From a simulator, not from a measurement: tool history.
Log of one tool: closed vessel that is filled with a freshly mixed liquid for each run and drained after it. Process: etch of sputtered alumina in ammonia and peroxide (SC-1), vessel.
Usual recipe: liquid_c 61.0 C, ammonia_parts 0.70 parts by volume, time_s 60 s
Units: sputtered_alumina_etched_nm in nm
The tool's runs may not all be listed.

run	day	liquid_c	ammonia_parts	time_s	read-back film thickness of the sputtered alumina reference wafer, read on the same gauge (nm)	sputtered_alumina_etched_nm
1	0.000	67.0	0.50	60	150.05	7.19
2	1.979	69.0	0.70	60	150.00	8.11
3	5.388	69.0	0.70	60	149.99	8.17
4	8.912	61.0	0.70	60	149.95	5.54
5	10.938	61.0	0.70	60	150.03	5.58
6	14.575	61.0	0.70	60	150.04	5.55
7	17.404	61.0	0.70	60	150.02	5.63
8	19.754	61.0	0.70	60	149.99	5.62
9	23.267	61.0	0.70	60	150.02	5.61
10	24.846	61.0	0.70	60	149.97	5.64
11	27.162	61.0	0.70	60	149.99	5.69
12	29.150	61.0	0.70	60	149.99	5.72
13	32.904	61.0	0.70	60	150.02	5.65
14	34.950	57.0	0.50	85	150.02	6.42
# day 36.867: new drum of ammonia solution connected
15	38.925	56.0	0.70	45	150.05	3.33
# day 40.621: gauge calibrated
16	41.017	61.0	0.70	60	150.07	5.76
# day 42.125: ammonia flow meter replaced
17	45.017	61.0	0.95	85	150.00	8.45
18	48.625	61.0	0.70	80	150.01	7.82
19	50.750	57.0	1.05	30	150.01	2.47
20	53.354	61.0	0.70	35	150.02	3.38
21	56.533	63.5	1.00	60	150.00	6.85
# day 56.925: thermometer replaced
22	59.967	61.0	0.70	60	149.95	5.25
23	63.579	61.0	0.40	85	150.07	6.97
24	67.742	55.0	0.55	50	150.03	3.10
# day 69.796: new drum of ammonia solution connected
25	72.175	61.0	0.70	60	150.03	5.30

What if the next run were any one of these 5? Each begins from the tool's condition after run 25:
A	72.204	61.0	0.50	60	?	?
B	72.204	61.0	0.60	60	?	?
C	72.204	53.0	0.70	60	?	?
D	72.204	61.0	1.00	70	?	?
E	72.204	61.0	0.90	50	?	?

run	read-back film thickness of the sputtered alumina reference wafer, read on the same gauge (nm)	sputtered_alumina_etched_nm
A	149.97	5.07
B	149.97	5.16
C	149.97	3.45
D	149.97	6.32
E	149.97	4.47
Stripped of hidden state, with their random variation kept, the same runs would have yielded:
run	sputtered_alumina_etched_nm
A	4.96
B	5.05
C	3.37
D	6.18
E	4.37

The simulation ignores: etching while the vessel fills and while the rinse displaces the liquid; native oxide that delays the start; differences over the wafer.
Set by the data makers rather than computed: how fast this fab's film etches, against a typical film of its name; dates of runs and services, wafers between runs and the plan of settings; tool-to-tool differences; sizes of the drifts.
